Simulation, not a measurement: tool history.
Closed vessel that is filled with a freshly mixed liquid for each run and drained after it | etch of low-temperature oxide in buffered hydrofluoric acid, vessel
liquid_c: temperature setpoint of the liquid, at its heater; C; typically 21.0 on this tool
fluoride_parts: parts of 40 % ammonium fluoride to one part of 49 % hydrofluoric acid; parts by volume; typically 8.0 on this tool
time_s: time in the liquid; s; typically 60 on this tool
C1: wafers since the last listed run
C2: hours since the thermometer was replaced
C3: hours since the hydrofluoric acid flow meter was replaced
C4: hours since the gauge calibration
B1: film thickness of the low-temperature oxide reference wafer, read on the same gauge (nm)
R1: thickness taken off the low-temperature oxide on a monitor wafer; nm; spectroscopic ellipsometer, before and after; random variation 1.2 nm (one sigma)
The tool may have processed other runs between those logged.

{"run": 1, "hour": 0.0, "liquid_c": 21.0, "fluoride_parts": 8.0, "time_s": 60, "C1": 0, "C2": 706.3, "C3": 216.7, "C4": 218.8, "B1": 149.97, "R1": 237.29}
{"run": 2, "hour": 25.7, "liquid_c": 21.0, "fluoride_parts": 8.0, "time_s": 60, "C1": 2806, "C2": 732.0, "C3": 242.4, "C4": 244.5, "B1": 150.01, "R1": 232.7}
{"run": 3, "hour": 43.4, "liquid_c": 21.0, "fluoride_parts": 8.0, "time_s": 60, "C1": 1932, "C2": 749.7, "C3": 260.1, "C4": 262.2, "B1": 149.99, "R1": 235.47}
{"run": 4, "hour": 72.0, "liquid_c": 25.0, "fluoride_parts": 9.5, "time_s": 60, "C1": 3122, "C2": 778.3, "C3": 288.7, "C4": 290.8, "B1": 150.02, "R1": 247.35}
{"run": 5, "hour": 91.0, "liquid_c": 25.0, "fluoride_parts": 9.5, "time_s": 60, "C1": 2074, "C2": 797.3, "C3": 307.7, "C4": 309.8, "B1": 150.01, "R1": 247.77}
{"run": 6, "hour": 125.5, "liquid_c": 21.0, "fluoride_parts": 8.0, "time_s": 60, "C1": 3766, "C2": 831.8, "C3": 342.2, "C4": 344.3, "B1": 150.01, "R1": 238.12}
{"run": 7, "hour": 181.6, "liquid_c": 21.0, "fluoride_parts": 8.0, "time_s": 60, "C1": 6125, "C2": 887.9, "C3": 398.3, "C4": 400.4, "B1": 150.02, "R1": 235.81}
{"hour": 197.7, "done": "thermometer replaced"}
{"run": 8, "hour": 210.8, "liquid_c": 21.0, "fluoride_parts": 8.0, "time_s": 60, "C1": 3079, "C2": 13.1, "C3": 427.5, "C4": 429.6, "B1": 149.95, "R1": 226.71}
{"run": 9, "hour": 240.9, "liquid_c": 25.0, "fluoride_parts": 8.0, "time_s": 60, "C1": 3286, "C2": 43.2, "C3": 457.6, "C4": 459.7, "B1": 149.96, "R1": 281.78}
{"run": 10, "hour": 264.0, "liquid_c": 25.0, "fluoride_parts": 8.0, "time_s": 60, "C1": 2522, "C2": 66.3, "C3": 480.7, "C4": 482.8, "B1": 150.02, "R1": 282.26}
{"run": 11, "hour": 296.2, "liquid_c": 21.0, "fluoride_parts": 8.0, "time_s": 60, "C1": 3515, "C2": 98.5, "C3": 512.9, "C4": 515.0, "B1": 149.99, "R1": 226.9}
{"run": 12, "hour": 318.3, "liquid_c": 21.0, "fluoride_parts": 8.0, "time_s": 60, "C1": 2413, "C2": 120.6, "C3": 535.0, "C4": 537.1, "B1": 150.0, "R1": 225.81}
{"run": 13, "hour": 331.7, "liquid_c": 21.0, "fluoride_parts": 8.0, "time_s": 60, "C1": 1463, "C2": 134.0, "C3": 548.4, "C4": 550.5, "B1": 150.01, "R1": 226.53}
{"run": 14, "hour": 361.2, "liquid_c": 21.0, "fluoride_parts": 8.0, "time_s": 60, "C1": 3221, "C2": 163.5, "C3": 577.9, "C4": 580.0, "B1": 150.05, "R1": 227.72}
{"hour": 384.4, "done": "gauge calibrated"}
{"run": 15, "hour": 391.8, "liquid_c": 18.5, "fluoride_parts": 5.0, "time_s": 95, "C1": 3341, "C2": 194.1, "C3": 608.5, "C4": 7.4, "B1": 149.97, "R1": 486.01}
{"run": 16, "hour": 405.6, "liquid_c": 21.0, "fluoride_parts": 9.5, "time_s": 60, "C1": 1506, "C2": 207.9, "C3": 622.3, "C4": 21.2, "B1": 149.99, "R1": 193.9}
{"run": 17, "hour": 427.9, "liquid_c": 21.0, "fluoride_parts": 7.0, "time_s": 60, "C1": 2434, "C2": 230.2, "C3": 644.6, "C4": 43.5, "B1": 149.98, "R1": 265.65}
{"hour": 432.2, "done": "hydrofluoric acid flow meter replaced"}
{"run": 18, "hour": 453.1, "liquid_c": 25.0, "fluoride_parts": 9.5, "time_s": 60, "C1": 2642, "C2": 255.4, "C3": 20.9, "C4": 68.7, "B1": 149.98, "R1": 240.42}
{"run": 19, "hour": 466.9, "liquid_c": 25.0, "fluoride_parts": 9.5, "time_s": 60, "C1": 1506, "C2": 269.2, "C3": 34.7, "C4": 82.5, "B1": 150.01, "R1": 241.87}
{"run": 20, "hour": 501.8, "liquid_c": 21.0, "fluoride_parts": 8.0, "time_s": 60, "C1": 3810, "C2": 304.1, "C3": 69.6, "C4": 117.4, "B1": 150.0, "R1": 228.58}
{"run": 21, "hour": 533.8, "liquid_c": 21.0, "fluoride_parts": 8.0, "time_s": 60, "C1": 3493, "C2": 336.1, "C3": 101.6, "C4": 149.4, "B1": 150.0, "R1": 229.54}
{"run": 22, "hour": 639.4, "liquid_c": 25.5, "fluoride_parts": 6.5, "time_s": 60, "C1": 11530, "C2": 441.7, "C3": 207.2, "C4": 255.0, "B1": 149.98, "R1": 363.37}
{"run": 23, "hour": 664.0, "liquid_c": 17.5, "fluoride_parts": 7.0, "time_s": 30, "C1": 2685, "C2": 466.3, "C3": 231.8, "C4": 279.6, "B1": 149.99, "R1": 110.2}
{"run": 24, "hour": 695.7, "liquid_c": 21.0, "fluoride_parts": 8.0, "time_s": 35, "C1": 3461, "C2": 498.0, "C3": 263.5, "C4": 311.3, "B1": 150.01, "R1": 135.59}
{"run": 25, "hour": 715.6, "liquid_c": 18.0, "fluoride_parts": 11.0, "time_s": 40, "C1": 2172, "C2": 517.9, "C3": 283.4, "C4": 331.2, "B1": 149.98, "R1": 97.73}
{"run": 26, "hour": 750.6, "liquid_c": 21.0, "fluoride_parts": 6.5, "time_s": 60, "C1": 3821, "C2": 552.9, "C3": 318.4, "C4": 366.2, "B1": 149.97, "R1": 284.87}
{"run": 27, "hour": 779.3, "liquid_c": 21.0, "fluoride_parts": 8.0, "time_s": 60, "C1": 3133, "C2": 581.6, "C3": 347.1, "C4": 394.9, "B1": 149.99, "R1": 233.54}
{"run": 28, "hour": 812.8, "liquid_c": 25.0, "fluoride_parts": 10.5, "time_s": 90, "C1": 3657, "C2": 615.1, "C3": 380.6, "C4": 428.4, "B1": 150.01, "R1": 342.16}
{"run": 29, "hour": 828.0, "liquid_c": 23.0, "fluoride_parts": 6.5, "time_s": 60, "C1": 1659, "C2": 630.3, "C3": 395.8, "C4": 443.6, "B1": 149.96, "R1": 318.66}
{"run": 30, "hour": 844.1, "liquid_c": 21.0, "fluoride_parts": 8.0, "time_s": 60, "C1": 1757, "C2": 646.4, "C3": 411.9, "C4": 459.7, "B1": 149.98, "R1": 235.4}
{"run": 31, "hour": 867.1, "liquid_c": 23.5, "fluoride_parts": 9.5, "time_s": 40, "C1": 2511, "C2": 669.4, "C3": 434.9, "C4": 482.7, "B1": 150.0, "R1": 152.27}

Here are 5 independent what-if runs from the current tool condition. What would each one return?
{"run": "A", "hour": 867.8, "liquid_c": 21.0, "fluoride_parts": 8.0, "time_s": 60, "C1": 76, "C2": 670.1, "C3": 435.6, "C4": 483.4, "B1": "?", "R1": "?"}
{"run": "B", "hour": 867.8, "liquid_c": 19.5, "fluoride_parts": 10.0, "time_s": 35, "C1": 76, "C2": 670.1, "C3": 435.6, "C4": 483.4, "B1": "?", "R1": "?"}
{"run": "C", "hour": 867.8, "liquid_c": 17.0, "fluoride_parts": 6.0, "time_s": 70, "C1": 76, "C2": 670.1, "C3": 435.6, "C4": 483.4, "B1": "?", "R1": "?"}
{"run": "D", "hour": 867.8, "liquid_c": 23.0, "fluoride_parts": 8.0, "time_s": 70, "C1": 76, "C2": 670.1, "C3": 435.6, "C4": 483.4, "B1": "?", "R1": "?"}
{"run": "E", "hour": 867.8, "liquid_c": 24.0, "fluoride_parts": 8.0, "time_s": 75, "C1": 76, "C2": 670.1, "C3": 435.6, "C4": 483.4, "B1": "?", "R1": "?"}

run=A B1=150.02 R1=232.79
run=B B1=150.02 R1=102.87
run=C B1=150.02 R1=286.60
run=D B1=150.02 R1=303.17
run=E B1=150.02 R1=343.00
What these runs would have given with no unlogged condition in the tool:
run=A R1=225.55
run=B R1=99.64
run=C R1=277.45
run=D R1=293.86
run=E R1=332.53
